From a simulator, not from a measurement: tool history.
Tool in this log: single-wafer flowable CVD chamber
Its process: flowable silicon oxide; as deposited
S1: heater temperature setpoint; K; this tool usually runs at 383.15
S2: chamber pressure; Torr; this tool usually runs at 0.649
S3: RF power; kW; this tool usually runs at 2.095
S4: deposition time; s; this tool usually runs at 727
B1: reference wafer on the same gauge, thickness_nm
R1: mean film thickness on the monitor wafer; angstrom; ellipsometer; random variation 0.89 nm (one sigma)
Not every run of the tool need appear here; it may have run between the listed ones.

run   hour      S1     S2     S3   S4       B1       R1
  1    0.0  383.15  0.649  2.095  777  272.334  2207.63
      12.8  -- RF generator calibrated
      15.3  -- capacitance manometer re-zeroed and calibrated
  2   15.8  383.15  0.649  2.095  831  271.769  2354.20
  3   20.6  383.15  0.649  2.095  831  271.709  2378.34
      38.4  -- thermocouple changed; heater temperature recalibrated
  4   38.9  383.15  0.649  2.095  831  272.041  2106.58
  5   47.7  383.15  0.689  2.095  727  272.311  1977.44
      57.5  -- showerhead replaced
  6   60.2  383.15  0.689  2.095  727  271.740  1953.06
      64.7  -- gauge calibrated
  7   68.4  383.15  0.689  2.095  727  272.423  1960.03
      97.9  -- thermocouple changed; heater temperature recalibrated, repeated, since the last time left the tool worse
  8   98.4  383.15  0.602  2.095  727  271.833  2113.22
  9  109.0  370.15  0.792  2.095  727  272.069  4096.14
 10  118.4  383.15  0.533  2.095  727  272.103  1872.66
 11  126.1  392.15  0.750  2.095  679  271.759  1942.63
 12  154.7  392.15  0.518  1.975  807  271.964  1582.61
 13  166.1  383.15  0.649  2.095  624  272.035  1971.45
 14  174.8  369.15  0.516  2.350  837  271.967  3225.37
 15  184.6  383.15  0.649  2.095  783  272.073  2461.66
 16  198.1  383.15  0.649  2.095  727  272.272  2296.32
 17  204.4  383.15  0.649  2.095  727  272.073  2268.86
 18  217.9  395.15  0.807  1.950  865  271.693  2420.09
 19  233.2  383.15  0.649  2.095  727  272.715  2280.51
 20  245.4  383.15  0.649  1.945  787  272.572  2452.61
 21  256.6  383.15  0.649  2.095  727  271.512  2289.50
 22  265.2  369.15  0.516  2.350  837  271.991  3209.54
 23  273.3  383.15  0.586  2.370  727  271.761  2102.50
 24  288.5  392.15  0.649  2.095  858  271.888  2104.62
 25  298.1  395.15  0.807  1.950  865  271.937  2421.46
 26  315.6  379.15  0.726  2.095  727  271.930  2864.11
 27  330.4  383.15  0.749  2.095  829  272.617  3017.73

Below are 5 alternative next runs, each starting from the tool's condition after run 27. Predict each:
  A  331.0  383.15  0.756  2.095  727   ?   ?
  B  331.0  383.15  0.503  2.340  727   ?   ?
  C  331.0  391.15  0.700  2.510  670   ?   ?
  D  331.0  375.15  0.528  1.705  727   ?   ?
  E  331.0  383.15  0.569  2.450  727   ?   ?

run       B1       R1
  A  271.476  2664.74
  B  271.476  1799.30
  C  271.476  1867.08
  D  271.476  2260.78
  E  271.476  2042.15
What these runs would have given with no unlogged condition in the tool:
run       R1
  A  2669.13
  B  1802.26
  C  1870.05
  D  2264.74
  E  2045.52
